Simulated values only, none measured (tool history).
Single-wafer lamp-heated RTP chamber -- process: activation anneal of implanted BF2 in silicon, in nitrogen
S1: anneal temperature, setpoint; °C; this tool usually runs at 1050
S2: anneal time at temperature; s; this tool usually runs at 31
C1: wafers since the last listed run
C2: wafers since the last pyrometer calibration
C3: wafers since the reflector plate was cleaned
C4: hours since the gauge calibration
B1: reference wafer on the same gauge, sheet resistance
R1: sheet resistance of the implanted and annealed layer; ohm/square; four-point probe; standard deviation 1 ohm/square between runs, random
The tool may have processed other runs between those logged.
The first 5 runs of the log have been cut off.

run     day    S1  S2   C1    C2     C3     C4      B1      R1
  6   5.162  1058  31  184  6175  11133   97.7  337.95  286.93
  7   6.554  1058  31  299  6474  11432  131.1  338.18  287.66
  8   7.596  1058  31  224  6699  11657  156.1  338.49  288.09
  9   8.342  1050  31  160  6859  11817    174  338.62  291.17
 10   9.525  1050  31  254  7114  12072  202.4  338.78  291.38
 11   10.05  1050  31  112  7227  12185    215  338.53  291.47
     13.862  -- reflector plate cleaned
 12  14.146  1070  31  809  8036     61  313.3  340.35  287.55
 13  15.504  1050  31  292  8329    353  345.9  340.44  290.86
     15.946  -- pyrometer window cleaned and pyrometer calibrated
 14  16.362  1050  31  112    89    466  366.5  341.17  293.35
 15  16.862  1050  31  107   196    574  378.5  340.97  293.23
 16  18.167  1050  31  280   477    854  409.8  342.05  290.93
 17  19.379  1038  31  260   738   1115  438.9  342.51  298.76
 18  20.212  1050  31  179   917   1295  458.9  342.76  293.16
 19  21.492  1038  16  275  1193   1570  489.6  343.87  308.74
 20  22.212  1068  22  155  1348   1725  506.9  343.77  294.88
     22.817  -- gauge calibrated
 21  23.354  1060  43  245  1594   1971   12.9  336.39  280.73
 22  24.108  1026  13  162  1756   2133     31  335.65  310.64
 23  25.438  1036  25  286  2042   2419   62.9  336.14  296.82
 24  25.954  1020  23  111  2153   2530   75.3  336.09  303.76
 25  30.025  1030  25  876  3029   3406    173  336.67  299.04
 26  31.262  1050  31  266  3295   3673  202.7  336.85  287.82
 27  32.088  1041  31  177  3473   3850  222.5   337.1  291.55
 28  33.254  1079  45  251  3724   4101  250.5  337.65  278.45
 29    33.8  1050  31  117  3841   4219  263.6  337.38  289.95
 30  34.821  1050  22  219  4061   4438  288.1  337.69  296.42

Here are 5 independent what-if runs from the current tool condition. What would each one return?
  A  34.838  1073  31   3  4065  4442  288.5   ?   ?
  B  34.838  1080  41   3  4065  4442  288.5   ?   ?
  C  34.838  1032  31   3  4065  4442  288.5   ?   ?
  D  34.838  1035  23   3  4065  4442  288.5   ?   ?
  E  34.838  1050  14   3  4065  4442  288.5   ?   ?

run      B1      R1
  A  337.73  285.02
  B  337.73  280.48
  C  337.73  297.28
  D  337.73  300.06
  E  337.73  300.69
With no hidden state in the tool, these same runs would have given:
run      R1
  A  284.27
  B  279.74
  C   296.5
  D  299.28
  E   299.9
